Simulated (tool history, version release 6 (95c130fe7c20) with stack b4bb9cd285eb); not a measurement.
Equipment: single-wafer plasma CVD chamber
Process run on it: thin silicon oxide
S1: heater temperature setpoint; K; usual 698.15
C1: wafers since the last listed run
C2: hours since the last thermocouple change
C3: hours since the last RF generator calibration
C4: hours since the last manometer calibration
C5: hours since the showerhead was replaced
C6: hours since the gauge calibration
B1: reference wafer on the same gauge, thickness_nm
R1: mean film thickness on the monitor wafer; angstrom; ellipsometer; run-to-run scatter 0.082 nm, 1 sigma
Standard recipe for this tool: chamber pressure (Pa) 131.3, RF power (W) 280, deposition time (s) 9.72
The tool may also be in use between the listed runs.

run 1 hour=0.0 | S1=698.15 chamber_pressure_(Pa)=131.3 RF_power_(W)=280 deposition_time_(s)=9.72 | C1=0 C2=779.3 C3=913.1 C4=1214.0 C5=7525.8 C6=1036.0 | B1=22.525 | R1=208.34
run 2 hour=33.8 | S1=698.15 chamber_pressure_(Pa)=131.3 RF_power_(W)=280 deposition_time_(s)=9.72 | C1=860 C2=813.1 C3=946.9 C4=1247.8 C5=7559.6 C6=1069.8 | B1=22.520 | R1=208.87
run 3 hour=66.3 | S1=698.15 chamber_pressure_(Pa)=131.3 RF_power_(W)=280 deposition_time_(s)=9.72 | C1=827 C2=845.6 C3=979.4 C4=1280.3 C5=7592.1 C6=1102.3 | B1=22.582 | R1=209.30
run 4 hour=102.1 | S1=698.15 chamber_pressure_(Pa)=131.3 RF_power_(W)=245 deposition_time_(s)=10.11 | C1=911 C2=881.4 C3=1015.2 C4=1316.1 C5=7627.9 C6=1138.1 | B1=22.590 | R1=206.94
run 5 hour=183.8 | S1=698.15 chamber_pressure_(Pa)=131.3 RF_power_(W)=245 deposition_time_(s)=10.11 | C1=2079 C2=963.1 C3=1096.9 C4=1397.8 C5=7709.6 C6=1219.8 | B1=22.709 | R1=208.60
-- hour=189.2 gauge calibrated
run 6 hour=213.1 | S1=698.15 chamber_pressure_(Pa)=131.3 RF_power_(W)=280 deposition_time_(s)=9.72 | C1=745 C2=992.4 C3=1126.2 C4=1427.1 C5=7738.9 C6=23.9 | B1=21.935 | R1=205.14
run 7 hour=244.6 | S1=698.15 chamber_pressure_(Pa)=131.3 RF_power_(W)=230 deposition_time_(s)=8.78 | C1=801 C2=1023.9 C3=1157.7 C4=1458.6 C5=7770.4 C6=55.4 | B1=21.962 | R1=170.50
-- hour=253.8 showerhead replaced
run 8 hour=265.5 | S1=694.15 chamber_pressure_(Pa)=131.3 RF_power_(W)=280 deposition_time_(s)=10.35 | C1=328 C2=1044.8 C3=1178.6 C4=1479.5 C5=11.7 C6=76.3 | B1=21.964 | R1=217.29
-- hour=290.9 RF generator calibrated
run 9 hour=296.6 | S1=710.15 chamber_pressure_(Pa)=131.3 RF_power_(W)=305 deposition_time_(s)=9.72 | C1=587 C2=1075.9 C3=5.7 C4=1510.6 C5=42.8 C6=107.4 | B1=21.959 | R1=209.07
run 10 hour=315.1 | S1=698.15 chamber_pressure_(Pa)=131.3 RF_power_(W)=280 deposition_time_(s)=10.63 | C1=470 C2=1094.4 C3=24.2 C4=1529.1 C5=61.3 C6=125.9 | B1=21.922 | R1=224.22
run 11 hour=350.5 | S1=693.15 chamber_pressure_(Pa)=131.3 RF_power_(W)=240 deposition_time_(s)=9.72 | C1=901 C2=1129.8 C3=59.6 C4=1564.5 C5=96.7 C6=161.3 | B1=21.991 | R1=192.61
run 12 hour=381.7 | S1=694.15 chamber_pressure_(Pa)=131.3 RF_power_(W)=305 deposition_time_(s)=8.49 | C1=794 C2=1161.0 C3=90.8 C4=1595.7 C5=127.9 C6=192.5 | B1=21.985 | R1=184.69
run 13 hour=394.1 | S1=709.15 chamber_pressure_(Pa)=131.3 RF_power_(W)=280 deposition_time_(s)=9.72 | C1=315 C2=1173.4 C3=103.2 C4=1608.1 C5=140.3 C6=204.9 | B1=21.980 | R1=203.01
run 14 hour=421.7 | S1=698.15 chamber_pressure_(Pa)=131.3 RF_power_(W)=280 deposition_time_(s)=9.72 | C1=702 C2=1201.0 C3=130.8 C4=1635.7 C5=167.9 C6=232.5 | B1=21.955 | R1=204.54
run 15 hour=438.3 | S1=702.15 chamber_pressure_(Pa)=131.3 RF_power_(W)=280 deposition_time_(s)=10.34 | C1=422 C2=1217.6 C3=147.4 C4=1652.3 C5=184.5 C6=249.1 | B1=21.996 | R1=216.46
-- hour=458.8 thermocouple changed; heater temperature recalibrated
run 16 hour=462.3 | S1=703.15 chamber_pressure_(Pa)=112.0 RF_power_(W)=280 deposition_time_(s)=9.72 | C1=407 C2=3.5 C3=171.4 C4=1676.3 C5=208.5 C6=273.1 | B1=21.994 | R1=174.99
-- hour=486.2 capacitance manometer re-zeroed and calibrated
run 17 hour=486.7 | S1=698.15 chamber_pressure_(Pa)=131.3 RF_power_(W)=280 deposition_time_(s)=9.72 | C1=417 C2=27.9 C3=195.8 C4=0.5 C5=232.9 C6=297.5 | B1=21.982 | R1=203.72
run 18 hour=506.6 | S1=698.15 chamber_pressure_(Pa)=131.3 RF_power_(W)=280 deposition_time_(s)=9.72 | C1=506 C2=47.8 C3=215.7 C4=20.4 C5=252.8 C6=317.4 | B1=22.023 | R1=204.50
run 19 hour=521.9 | S1=708.15 chamber_pressure_(Pa)=131.3 RF_power_(W)=330 deposition_time_(s)=10.44 | C1=389 C2=63.1 C3=231.0 C4=35.7 C5=268.1 C6=332.7 | B1=22.012 | R1=232.44
run 20 hour=548.3 | S1=713.15 chamber_pressure_(Pa)=160.5 RF_power_(W)=280 deposition_time_(s)=10.26 | C1=671 C2=89.5 C3=257.4 C4=62.1 C5=294.5 C6=359.1 | B1=22.030 | R1=244.38
run 21 hour=575.5 | S1=698.15 chamber_pressure_(Pa)=121.7 RF_power_(W)=280 deposition_time_(s)=9.72 | C1=692 C2=116.7 C3=284.6 C4=89.3 C5=321.7 C6=386.3 | B1=22.016 | R1=191.99
run 22 hour=606.7 | S1=698.15 chamber_pressure_(Pa)=131.3 RF_power_(W)=280 deposition_time_(s)=9.72 | C1=794 C2=147.9 C3=315.8 C4=120.5 C5=352.9 C6=417.5 | B1=22.029 | R1=203.79
run 23 hour=628.8 | S1=708.15 chamber_pressure_(Pa)=159.1 RF_power_(W)=280 deposition_time_(s)=9.72 | C1=562 C2=170.0 C3=337.9 C4=142.6 C5=375.0 C6=439.6 | B1=22.032 | R1=232.47
run 24 hour=663.8 | S1=698.15 chamber_pressure_(Pa)=131.3 RF_power_(W)=280 deposition_time_(s)=8.37 | C1=890 C2=205.0 C3=372.9 C4=177.6 C5=410.0 C6=474.6 | B1=22.068 | R1=177.42
run 25 hour=687.0 | S1=713.15 chamber_pressure_(Pa)=160.5 RF_power_(W)=280 deposition_time_(s)=10.26 | C1=590 C2=228.2 C3=396.1 C4=200.8 C5=433.2 C6=497.8 | B1=22.052 | R1=246.19
run 26 hour=705.5 | S1=698.15 chamber_pressure_(Pa)=131.3 RF_power_(W)=280 deposition_time_(s)=9.72 | C1=470 C2=246.7 C3=414.6 C4=219.3 C5=451.7 C6=516.3 | B1=22.083 | R1=204.10
run 27 hour=731.9 | S1=688.15 chamber_pressure_(Pa)=131.3 RF_power_(W)=240 deposition_time_(s)=9.72 | C1=671 C2=273.1 C3=441.0 C4=245.7 C5=478.1 C6=542.7 | B1=22.107 | R1=195.25
run 28 hour=763.2 | S1=698.15 chamber_pressure_(Pa)=122.9 RF_power_(W)=280 deposition_time_(s)=9.72 | C1=796 C2=304.4 C3=472.3 C4=277.0 C5=509.4 C6=574.0 | B1=22.112 | R1=192.06

How the hidden state differs across the entries between the runs, from the last listed run before each to the first after it:
Logged between run 5 and run 6: gauge calibrated (hour 189.2)
  gauge reads high (%): 3.69 -> 0.245
  difference, measured minus the result without the unlogged condition, R1: +7.43 -> +0.50 angstrom
Logged between run 7 and run 8: showerhead replaced (hour 253.8)
  gauge reads high (%): 0.25 -> 0.256
  difference, measured minus the result without the unlogged condition, R1: +0.43 -> +0.55 angstrom
Logged between run 8 and run 9: RF generator calibrated (hour 290.9)
  gauge reads high (%): 0.256 -> 0.269
  difference, measured minus the result without the unlogged condition, R1: +0.55 -> +0.56 angstrom
Logged between run 15 and run 16: thermocouple changed; heater temperature recalibrated (hour 458.8)
  gauge reads high (%): 0.382 -> 0.411
  difference, measured minus the result without the unlogged condition, R1: +0.83 -> +0.71 angstrom
Logged between run 16 and run 17: capacitance manometer re-zeroed and calibrated (hour 486.2)
  gauge reads high (%): 0.411 -> 0.442
  difference, measured minus the result without the unlogged condition, R1: +0.71 -> +0.90 angstrom
